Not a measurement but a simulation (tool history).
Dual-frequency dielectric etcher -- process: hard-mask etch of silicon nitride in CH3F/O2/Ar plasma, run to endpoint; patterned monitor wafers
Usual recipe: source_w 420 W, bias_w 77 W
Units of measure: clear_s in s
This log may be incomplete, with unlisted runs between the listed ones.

run	hour	source_w	bias_w	wafers since the last listed run	hours since the last wet clean	hours since the last source power generator calibration	hours since the last bias power generator calibration	hours since the last upper electrode change	incoming incoming film thickness, nm	clear_s
1	0.0	390	77	0	385.9	2473.3	3153.8	4523.6	55.4	75.4
2	10.0	390	77	106	395.9	2483.3	3163.8	4533.6	55.6	74.4
3	24.9	450	64	158	410.8	2498.2	3178.7	4548.5	55.4	77.5
4	36.4	420	77	122	422.3	2509.7	3190.2	4560.0	54.9	71.9
5	48.7	500	77	130	434.6	2522.0	3202.5	4572.3	55.5	70.4
6	55.0	500	77	66	440.9	2528.3	3208.8	4578.6	55.5	68.9
7	66.7	420	77	124	452.6	2540.0	3220.5	4590.3	55.7	73.8
8	101.2	420	77	366	487.1	2574.5	3255.0	4624.8	55.3	74.6
9	113.1	420	77	126	499.0	2586.4	3266.9	4636.7	55.7	74.5
10	124.4	420	77	120	510.3	2597.7	3278.2	4648.0	54.6	72.2
11	132.5	420	77	86	518.4	2605.8	3286.3	4656.1	55.0	72.4
12	143.7	420	77	119	529.6	2617.0	3297.5	4667.3	55.5	73.2
13	161.2	420	77	186	547.1	2634.5	3315.0	4684.8	55.6	73.9
14	169.3	420	77	86	555.2	2642.6	3323.1	4692.9	55.1	73.9
15	176.6	470	77	77	562.5	2649.9	3330.4	4700.2	55.4	71.1
16	185.8	470	77	97	571.7	2659.1	3339.6	4709.4	55.5	71.3
17	198.5	460	87	134	584.4	2671.8	3352.3	4722.1	54.9	68.4
18	205.9	490	96	78	591.8	2679.2	3359.7	4729.5	55.2	65.4
# hour 214.2: source power generator calibrated
19	214.7	420	77	51	600.6	0.5	3368.5	4738.3	55.0	74.2
20	220.9	470	63	65	606.8	6.7	3374.7	4744.5	55.7	76.8
21	231.8	420	77	115	617.7	17.6	3385.6	4755.4	55.5	74.1
22	241.7	330	85	105	627.6	27.5	3395.5	4765.3	55.2	75.3
# hour 269.6: wet clean of the chamber
23	270.1	500	61	46	0.5	55.9	3423.9	4793.7	55.6	78.4
24	270.5	420	77	4	0.9	56.3	3424.3	4794.1	55.4	76.0
25	276.1	480	65	59	6.5	61.9	3429.9	4799.7	55.4	78.2
# hour 289.2: bias power generator calibrated
# hour 304.1: upper electrode replaced
26	304.6	420	95	101	35.0	90.4	15.4	0.5	55.6	70.1
27	305.0	510	77	4	35.4	90.8	15.8	0.9	55.4	72.4
28	317.6	340	71	133	48.0	103.4	28.4	13.5	55.1	82.9
# hour 357.7: wet clean of the chamber, repeated, since the last time left the tool worse
29	358.2	420	69	176	0.5	144.0	69.0	54.1	55.5	74.3
30	358.5	450	67	3	0.8	144.3	69.3	54.4	55.3	73.4
31	358.9	350	61	4	1.2	144.7	69.7	54.8	55.8	83.4
32	369.3	420	77	110	11.6	155.1	80.1	65.2	55.1	71.0
33	415.5	460	83	491	57.8	201.3	126.3	111.4	55.0	67.5
34	432.8	390	91	183	75.1	218.6	143.6	128.7	55.1	68.8
35	485.7	420	94	562	128.0	271.5	196.5	181.6	55.2	67.0
36	493.3	320	91	80	135.6	279.1	204.1	189.2	55.4	72.6

A few steps of clear_s between consecutive runs. Split each: what settings, incoming material and random variation would produce without the hidden state, and what is left over for the hidden state, along with gauge scatter present in only one of the two compared results (measured, and without hidden state):
What the log doesn't record here: etch rate over this chamber's usual, %; source power that arrives over what is set, %; bias power that arrives over what is set, %.
Run 22 -> 23: source_w 330 -> 500, bias_w 85 -> 61, wet clean of the chamber. clear_s +3.1 s: hidden state +2.0, all else +1.1.
Run 27 -> 28: source_w 510 -> 340, bias_w 77 -> 71. clear_s +10.5 s: hidden state +0.8, all else +9.7.
Run 28 -> 29: source_w 340 -> 420, bias_w 71 -> 69, wet clean of the chamber, repeated, since the last time left the tool worse. clear_s -8.6 s: hidden state -5.4, all else -3.2.
Run 30 -> 31: source_w 450 -> 350, bias_w 67 -> 61. clear_s +10.0 s: hidden state +0.0, all else +10.0.
Run 31 -> 32: source_w 350 -> 420, bias_w 61 -> 77. clear_s -12.4 s: hidden state +0.0, all else -12.4.
